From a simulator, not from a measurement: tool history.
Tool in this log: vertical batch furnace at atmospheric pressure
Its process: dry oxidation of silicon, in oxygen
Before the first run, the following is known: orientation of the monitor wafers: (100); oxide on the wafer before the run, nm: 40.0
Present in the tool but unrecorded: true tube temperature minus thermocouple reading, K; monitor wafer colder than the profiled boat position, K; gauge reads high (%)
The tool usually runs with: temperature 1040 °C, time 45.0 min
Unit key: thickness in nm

run    hour  temperature  time  wafers since the last listed run  hours since the last temperature calibration  hours since the boat lift was adjusted  hours since the gauge calibration  read-back reference wafer on the same gauge, thickness  thickness
  1     0.0         1040  45.0                                 0                                        1792.2                                  1558.0                               31.6                                                   79.18      69.26
  2    53.5         1040  45.0                              1015                                        1845.7                                  1611.5                               85.1                                                   79.17      69.73
  3   125.1         1040  45.0                              1358                                        1917.3                                  1683.1                              156.7                                                   79.24      69.65
  4   200.9         1040  57.0                              1438                                        1993.1                                  1758.9                              232.5                                                   79.22      77.42
  5   294.6         1040  57.0                              1777                                        2086.8                                  1852.6                              326.2                                                   79.24      77.66
  6   346.0         1040  57.0                               975                                        2138.2                                  1904.0                              377.6                                                   79.21      77.70
  7   389.3         1040  45.0                               821                                        2181.5                                  1947.3                              420.9                                                   79.22      69.74
  8   482.1         1047  45.0                              1760                                        2274.3                                  2040.1                              513.7                                                   79.21      72.67
  9   540.1         1047  45.0                              1100                                        2332.3                                  2098.1                              571.7                                                   79.22      72.76
 10   825.4         1040  45.0                              5412                                        2617.6                                  2383.4                              857.0                                                   79.23      70.19
      860.1  -- thermocouples replaced and temperature profile calibrated
 11   888.8         1031  37.0                               747                                          28.7                                  2446.8                              920.4                                                   79.23      60.53
 12   931.6         1031  37.0                               812                                          71.5                                  2489.6                              963.2                                                   79.29      60.69
 13  1029.0         1040  45.0                              1847                                         168.9                                  2587.0                             1060.6                                                   79.23      68.75
 14  1085.0         1040  45.0                              1062                                         224.9                                  2643.0                             1116.6                                                   79.25      68.54
 15  1159.1         1040  45.0                              1405                                         299.0                                  2717.1                             1190.7                                                   79.22      68.26
 16  1233.0         1056  45.0                              1402                                         372.9                                  2791.0                             1264.6                                                   79.17      75.18
 17  1331.2         1021  33.0                              1863                                         471.1                                  2889.2                             1362.8                                                   79.22      55.67
     1351.9  -- gauge calibrated
 18  1392.6         1051  45.0                              1164                                         532.5                                  2950.6                               40.7                                                   79.19      72.93
 19  1486.2         1056  62.0                              1775                                         626.1                                  3044.2                              134.3                                                   79.19      87.37
 20  1592.6         1047  45.0                              2018                                         732.5                                  3150.6                              240.7                                                   79.15      71.59
     1709.3  -- boat lift adjusted
 21  1729.0         1040  55.5                              2132                                         868.9                                    19.7                              377.1                                                   79.20      75.85
 22  1770.6         1040  45.0                               789                                         910.5                                    61.3                              418.7                                                   79.26      68.87
 23  1852.4         1040  45.0                              1551                                         992.3                                   143.1                              500.5                                                   79.26      69.06
 24  1900.2         1024  58.0                               906                                        1040.1                                   190.9                              548.3                                                   79.24      70.69
 25  1966.6         1040  29.5                              1259                                        1106.5                                   257.3                              614.7                                                   79.14      58.44
 26  2173.3         1048  67.0                              3921                                        1313.2                                   464.0                              821.4                                                   79.24      87.00
 27  2261.3         1026  32.0                              1669                                        1401.2                                   552.0                              909.4                                                   79.18      56.79
 28  2340.4         1063  38.0                              1500                                        1480.3                                   631.1                              988.5                                                   79.16      72.84
 29  2440.8         1049  60.0                              1904                                        1580.7                                   731.5                             1088.9                                                   79.17      83.30
     2524.8  -- gauge calibrated
 30  2546.7         1030  51.0                              2009                                        1686.6                                   837.4                               21.9                                                   79.24      69.60

What would each run have given without the hidden state, its run-to-run variation left as it was?
run  thickness
  1      68.16
  2      68.59
  3      68.48
  4      75.98
  5      76.16
  6      76.18
  7      68.43
  8      71.24
  9      71.30
 10      68.67
 11      60.46
 12      60.60
 13      68.58
 14      68.35
 15      68.04
 16      74.88
 17      55.47
 18      72.56
 19      86.83
 20      71.13
 21      75.26
 22      68.35
 23      68.50
 24      70.07
 25      58.00
 26      85.99
 27      56.28
 28      72.00
 29      82.18
 30      68.68
